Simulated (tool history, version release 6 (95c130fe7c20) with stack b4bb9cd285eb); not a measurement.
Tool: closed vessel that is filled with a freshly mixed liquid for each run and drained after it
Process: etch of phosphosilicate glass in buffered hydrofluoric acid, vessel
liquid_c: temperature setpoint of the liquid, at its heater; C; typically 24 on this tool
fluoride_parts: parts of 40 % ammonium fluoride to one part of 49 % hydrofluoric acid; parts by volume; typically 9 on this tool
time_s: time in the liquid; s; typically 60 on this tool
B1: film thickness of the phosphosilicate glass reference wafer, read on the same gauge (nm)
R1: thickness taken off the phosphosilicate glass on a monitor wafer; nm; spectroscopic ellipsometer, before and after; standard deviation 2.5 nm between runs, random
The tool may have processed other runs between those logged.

{"run": 1, "hour": 0.0, "liquid_c": 26.5, "fluoride_parts": 9, "time_s": 60, "B1": 119.97, "R1": 293.73}
{"run": 2, "hour": 66.9, "liquid_c": 24, "fluoride_parts": 6.5, "time_s": 70, "B1": 119.98, "R1": 451.45}
{"run": 3, "hour": 186.6, "liquid_c": 24, "fluoride_parts": 6.5, "time_s": 70, "B1": 120, "R1": 462.08}
{"run": 4, "hour": 216.0, "liquid_c": 21, "fluoride_parts": 9, "time_s": 60, "B1": 119.93, "R1": 240.81}
{"run": 5, "hour": 271.8, "liquid_c": 21, "fluoride_parts": 9, "time_s": 60, "B1": 120.04, "R1": 232.45}
{"run": 6, "hour": 304.9, "liquid_c": 21, "fluoride_parts": 9, "time_s": 60, "B1": 120.02, "R1": 235.64}
{"run": 7, "hour": 353.5, "liquid_c": 24, "fluoride_parts": 9, "time_s": 60, "B1": 120.03, "R1": 276.47}
{"run": 8, "hour": 378.2, "liquid_c": 24, "fluoride_parts": 9, "time_s": 60, "B1": 119.99, "R1": 280.22}
{"run": 9, "hour": 425.6, "liquid_c": 24, "fluoride_parts": 9, "time_s": 60, "B1": 119.97, "R1": 278.74}
{"run": 10, "hour": 453.2, "liquid_c": 24, "fluoride_parts": 7, "time_s": 60, "B1": 120.03, "R1": 357.11}
{"run": 11, "hour": 508.4, "liquid_c": 24, "fluoride_parts": 7, "time_s": 60, "B1": 119.98, "R1": 356.84}
{"run": 12, "hour": 559.0, "liquid_c": 24, "fluoride_parts": 9, "time_s": 60, "B1": 119.97, "R1": 282.36}
{"run": 13, "hour": 625.2, "liquid_c": 24, "fluoride_parts": 9, "time_s": 60, "B1": 120, "R1": 273.7}
{"run": 14, "hour": 681.3, "liquid_c": 24, "fluoride_parts": 9, "time_s": 60, "B1": 119.94, "R1": 275.97}
{"run": 15, "hour": 723.0, "liquid_c": 24, "fluoride_parts": 9, "time_s": 60, "B1": 119.98, "R1": 281.41}
{"run": 16, "hour": 767.1, "liquid_c": 24, "fluoride_parts": 9, "time_s": 60, "B1": 120.02, "R1": 277.68}
{"run": 17, "hour": 811.7, "liquid_c": 22, "fluoride_parts": 12, "time_s": 40, "B1": 120, "R1": 126.22}
{"run": 18, "hour": 839.6, "liquid_c": 24, "fluoride_parts": 9, "time_s": 60, "B1": 119.97, "R1": 281.39}
{"run": 19, "hour": 893.9, "liquid_c": 29, "fluoride_parts": 9, "time_s": 85, "B1": 120.02, "R1": 509.79}
{"run": 20, "hour": 945.4, "liquid_c": 22, "fluoride_parts": 5.5, "time_s": 70, "B1": 119.98, "R1": 400.44}
{"run": 21, "hour": 993.4, "liquid_c": 24, "fluoride_parts": 9, "time_s": 60, "B1": 119.99, "R1": 241.94}
{"run": 22, "hour": 1173.9, "liquid_c": 20.5, "fluoride_parts": 6.5, "time_s": 60, "B1": 119.99, "R1": 272.92}
{"run": 23, "hour": 1211.9, "liquid_c": 24, "fluoride_parts": 9, "time_s": 60, "B1": 119.96, "R1": 240.8}
{"run": 24, "hour": 1281.5, "liquid_c": 24, "fluoride_parts": 9, "time_s": 30, "B1": 119.95, "R1": 119.3}
{"run": 25, "hour": 1336.1, "liquid_c": 19, "fluoride_parts": 6, "time_s": 50, "B1": 120, "R1": 244.36}
{"run": 26, "hour": 1369.8, "liquid_c": 24, "fluoride_parts": 9, "time_s": 45, "B1": 120.02, "R1": 192.72}
{"run": 27, "hour": 1421.5, "liquid_c": 19.5, "fluoride_parts": 6.5, "time_s": 30, "B1": 119.97, "R1": 142.89}
{"run": 28, "hour": 1486.9, "liquid_c": 27.5, "fluoride_parts": 9, "time_s": 60, "B1": 120, "R1": 315.28}
{"run": 29, "hour": 1547.4, "liquid_c": 26.5, "fluoride_parts": 10, "time_s": 60, "B1": 120.04, "R1": 278}
{"run": 30, "hour": 1604.1, "liquid_c": 28, "fluoride_parts": 6.5, "time_s": 35, "B1": 120.04, "R1": 261.5}
{"run": 31, "hour": 1657.3, "liquid_c": 22.5, "fluoride_parts": 9, "time_s": 80, "B1": 119.97, "R1": 319.67}
{"run": 32, "hour": 1718.9, "liquid_c": 21.5, "fluoride_parts": 9, "time_s": 60, "B1": 119.97, "R1": 226.82}

The log once held 4 entries between its listed runs, left out of this copy. Where does each go, and what is different about the tool's unlogged condition between the listed run before it and the listed run after it?
From run 1 to run 2: hydrofluoric acid flow meter replaced (hour 0.6)
  liquid hotter than its thermometer reads (K): 1.73 -> 1.8; hydrofluoric acid flow below the setpoint (%): 12.4 -> 1.56
  the result without the hidden state subtracted from the measured one, R1: +0.05 -> +36.27 nm
From run 19 to run 20: thermometer replaced (hour 939.3)
  liquid hotter than its thermometer reads (K): 2.6 -> 0.144; hydrofluoric acid flow below the setpoint (%): 8.8 -> 9.25
  the result without the hidden state subtracted from the measured one, R1: +38.39 -> -31.09 nm
From run 20 to run 21: gauge calibrated (hour 964.9)
  liquid hotter than its thermometer reads (K): 0.144 -> 0.191; hydrofluoric acid flow below the setpoint (%): 9.25 -> 9.67
  the result without the hidden state subtracted from the measured one, R1: -31.09 -> -13.32 nm
From run 24 to run 25: hydrofluoric acid flow meter replaced (hour 1327.5)
  liquid hotter than its thermometer reads (K): 0.473 -> 0.526; hydrofluoric acid flow below the setpoint (%): 12.2 -> 1.11
  the result without the hidden state subtracted from the measured one, R1: -7.97 -> +4.88 nm

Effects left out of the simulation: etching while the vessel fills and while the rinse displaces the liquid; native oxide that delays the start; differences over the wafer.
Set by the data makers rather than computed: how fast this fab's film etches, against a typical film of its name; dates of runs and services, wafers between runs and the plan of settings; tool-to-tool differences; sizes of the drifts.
